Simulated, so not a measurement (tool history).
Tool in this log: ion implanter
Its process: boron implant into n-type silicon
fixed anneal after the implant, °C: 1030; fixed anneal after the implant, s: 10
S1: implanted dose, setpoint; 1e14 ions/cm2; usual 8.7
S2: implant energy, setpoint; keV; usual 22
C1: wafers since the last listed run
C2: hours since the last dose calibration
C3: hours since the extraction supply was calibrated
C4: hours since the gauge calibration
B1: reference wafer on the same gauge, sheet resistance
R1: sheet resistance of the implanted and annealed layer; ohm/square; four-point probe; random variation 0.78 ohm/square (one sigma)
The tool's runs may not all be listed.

run,hour,S1,S2,C1,C2,C3,C4,B1,R1
1,0,8.7,22,0,602.1,1639.4,76,134.01,148.97
2,10.7,8.7,24,235,612.8,1650.1,86.7,134.03,147.2
3,25.2,8.7,24,318,627.3,1664.6,101.2,134.05,147.92
4,37,8.7,24,259,639.1,1676.4,113,134.08,147.68
5,47.5,8.7,28,230,649.6,1686.9,123.5,134.04,146.44
6,60.2,8.7,22,279,662.3,1699.6,136.2,134.2,149.01
7,75.5,8.7,22,336,677.6,1714.9,151.5,133.81,149.81
8,86.2,8.7,22,235,688.3,1725.6,162.2,134.09,149.92
9,93.1,8.7,22,151,695.2,1732.5,169.1,133.91,149.95
10,110.1,8.7,22,373,712.2,1749.5,186.1,133.89,150.07
11,134,8.7,22,525,736.1,1773.4,210,133.89,149.67
# hour 149.5: extraction supply calibrated
12,151.5,8.7,22,208,753.6,2,227.5,133.97,149.49
13,163.2,8.7,22,257,765.3,13.7,239.2,134.17,150.47
14,172.8,8.7,22,211,774.9,23.3,248.8,133.97,150.7
15,180.5,8.7,22,169,782.6,31,256.5,133.95,150.97
16,188.1,9.98,22,167,790.2,38.6,264.1,134.1,132.98
17,205.2,9.98,22,375,807.3,55.7,281.2,134.07,133.6
18,212,9.98,22,149,814.1,62.5,288,134.13,133.98
19,225.9,8.7,22,305,828,76.4,301.9,133.92,152.21
20,233.6,8.7,22,169,835.7,84.1,309.6,134,151.65
# hour 267.6: Faraday cup replaced and dose calibrated
21,268.1,7.29,24,582,0.5,118.6,344.1,134.06,165.59
22,270.2,8.7,22,46,2.6,120.7,346.2,133.9,143.9
# hour 270.4: gauge calibrated
23,277.6,10.1,24.5,162,10,128.1,7.2,134.04,123.85

Forecast run 24:
24,292.7,9.79,18.5,331,25.1,143.2,22.3,?,?

B1: 134.11
R1: 131.15 ohm/square
The same run, on a tool lacking any hidden state, would have yielded R1 130.93 ohm/square.
